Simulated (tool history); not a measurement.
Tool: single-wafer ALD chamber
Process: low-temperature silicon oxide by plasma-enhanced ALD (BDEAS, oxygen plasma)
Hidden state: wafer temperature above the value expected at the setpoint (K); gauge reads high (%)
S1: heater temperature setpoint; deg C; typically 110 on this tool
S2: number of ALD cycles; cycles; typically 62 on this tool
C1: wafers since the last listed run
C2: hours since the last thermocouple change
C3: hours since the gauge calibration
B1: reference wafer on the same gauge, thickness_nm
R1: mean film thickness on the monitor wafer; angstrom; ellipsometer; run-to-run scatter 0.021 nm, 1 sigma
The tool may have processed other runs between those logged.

run 1 hour=0.0 | S1=121 S2=62 | C1=0 C2=754.5 C3=45.2 | B1=8.950 | R1=83.11
run 2 hour=30.0 | S1=110 S2=62 | C1=168 C2=784.5 C3=75.2 | B1=8.949 | R1=84.67
run 3 hour=59.7 | S1=115 S2=62 | C1=166 C2=814.2 C3=104.9 | B1=8.955 | R1=84.35
run 4 hour=124.3 | S1=110 S2=62 | C1=362 C2=878.8 C3=169.5 | B1=8.951 | R1=84.76
run 5 hour=160.4 | S1=110 S2=62 | C1=202 C2=914.9 C3=205.6 | B1=8.952 | R1=84.91
run 6 hour=231.1 | S1=110 S2=62 | C1=397 C2=985.6 C3=276.3 | B1=8.955 | R1=84.75
run 7 hour=272.1 | S1=110 S2=62 | C1=230 C2=1026.6 C3=317.3 | B1=8.951 | R1=84.57
run 8 hour=299.2 | S1=110 S2=62 | C1=152 C2=1053.7 C3=344.4 | B1=8.950 | R1=84.92
run 9 hour=361.8 | S1=110 S2=62 | C1=351 C2=1116.3 C3=407.0 | B1=8.948 | R1=84.83
-- hour=383.0 thermocouple changed; heater temperature recalibrated
run 10 hour=520.3 | S1=110 S2=62 | C1=845 C2=137.3 C3=565.5 | B1=8.949 | R1=84.93
-- hour=565.8 gauge calibrated
run 11 hour=570.5 | S1=105 S2=67 | C1=281 C2=187.5 C3=4.7 | B1=8.955 | R1=92.54
run 12 hour=609.0 | S1=119 S2=62 | C1=216 C2=226.0 C3=43.2 | B1=8.949 | R1=83.56
run 13 hour=673.0 | S1=122 S2=53 | C1=359 C2=290.0 C3=107.2 | B1=8.952 | R1=71.12
run 14 hour=714.6 | S1=110 S2=50 | C1=233 C2=331.6 C3=148.8 | B1=8.947 | R1=68.11
run 15 hour=772.2 | S1=121 S2=68 | C1=323 C2=389.2 C3=206.4 | B1=8.949 | R1=91.41
run 16 hour=811.8 | S1=99 S2=66 | C1=222 C2=428.8 C3=246.0 | B1=8.952 | R1=91.86
run 17 hour=856.3 | S1=110 S2=62 | C1=249 C2=473.3 C3=290.5 | B1=8.948 | R1=84.76
run 18 hour=883.0 | S1=110 S2=62 | C1=149 C2=500.0 C3=317.2 | B1=8.951 | R1=85.16
run 19 hour=944.1 | S1=110 S2=62 | C1=343 C2=561.1 C3=378.3 | B1=8.951 | R1=84.87
run 20 hour=1013.8 | S1=98 S2=62 | C1=391 C2=630.8 C3=448.0 | B1=8.952 | R1=86.86

Give the tool's hidden conditions for every run:
wafer temperature above the value expected at the setpoint (K): 0, the same for each run
gauge reads high (%): 0, the same for each run
